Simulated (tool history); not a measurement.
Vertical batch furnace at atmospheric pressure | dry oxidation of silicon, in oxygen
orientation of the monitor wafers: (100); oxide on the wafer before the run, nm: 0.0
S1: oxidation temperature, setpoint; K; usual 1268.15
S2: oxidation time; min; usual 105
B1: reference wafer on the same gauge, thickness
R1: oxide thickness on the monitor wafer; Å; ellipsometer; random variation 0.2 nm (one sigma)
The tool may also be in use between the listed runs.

run,hour,S1,S2,B1,R1
1,0,1273.15,105,75.73,732.3
2,17.9,1273.15,105,75.72,733.9
3,37.9,1273.15,105,75.69,733.9
4,62.3,1268.15,81,75.74,590.2
5,89.3,1268.15,81,75.68,589.6
6,101.5,1268.15,81,75.68,587.6
7,135.1,1268.15,105,75.73,698.8
8,155.5,1268.15,74,75.66,554.1
9,190.2,1268.15,105,75.71,701
# hour 201.9: gauge calibrated
10,218.5,1268.15,105,75.7,700.7
11,232.8,1263.15,105,75.72,671.3
12,263,1263.15,105,75.69,671.1
13,285.3,1268.15,138,75.72,846.8
14,298.6,1258.15,105,75.65,637.9
15,326.8,1258.15,105,75.65,636.3
16,361.8,1268.15,105,75.67,701.8
17,396.1,1259.15,82,75.72,542.1
18,422,1268.15,105,75.67,705.9
19,455.7,1268.15,65.5,75.69,514.6
20,480.3,1250.15,105,75.72,589.7
# hour 507.9: thermocouples replaced and temperature profile calibrated
21,508.4,1255.15,79.5,75.74,487.5
22,514.8,1289.15,144,75.67,1006.4
23,543.8,1289.15,143,75.69,1004.2
24,574.2,1275.15,121.5,75.65,787.5
25,607.7,1243.15,72.5,75.66,415.8
26,629.4,1268.15,105,75.68,665.2
# hour 665.8: boat lift adjusted
27,666.3,1252.15,138.5,75.75,698
28,672.7,1247.15,134,75.69,660.2
29,692.5,1268.15,105,75.73,666.5
30,712.8,1279.15,149.5,75.68,943.6
31,725.5,1268.15,74,75.68,524.5
32,744.7,1279.15,149.5,75.72,948.4
33,776.8,1289.15,53.5,75.67,521.6
34,811.5,1280.15,66,75.69,550.1
35,830.6,1288.15,79,75.75,664.8
36,861.9,1254.15,60.5,75.68,406.1
37,879.2,1268.15,105,75.67,670.5
38,902.9,1255.15,129,75.75,685
39,926.8,1278.15,88,75.75,653.2

Hidden state or all else? Some run-to-run changes of R1, split into what the settings, what came in and random variation would give without the hidden state, and what is left for the hidden state (with any gauge scatter that isn't in both results):
The hidden state here: true tube temperature minus thermocouple reading, K; monitor wafer colder than the profiled boat position, K; gauge reads high (%).
Run 13 -> 14: S1 1268.15 -> 1258.15, S2 138 -> 105. R1 -208.9 Å: hidden state -12.2, all else -196.7.
Run 17 -> 18: S1 1259.15 -> 1268.15, S2 82 -> 105. R1 +163.8 Å: hidden state +10.4, all else +153.4.
Run 20 -> 21: S1 1250.15 -> 1255.15, S2 105 -> 79.5, thermocouples replaced and temperature profile calibrated. R1 -102.2 Å: hidden state -27.8, all else -74.4.
Run 21 -> 22: S1 1255.15 -> 1289.15, S2 79.5 -> 144. R1 +518.9 Å: hidden state +0.5, all else +518.4.
Run 31 -> 32: S1 1268.15 -> 1279.15, S2 74 -> 149.5. R1 +423.9 Å: hidden state +1.5, all else +422.4.
Run 32 -> 33: S1 1279.15 -> 1289.15, S2 149.5 -> 53.5. R1 -426.8 Å: hidden state -1.4, all else -425.4.
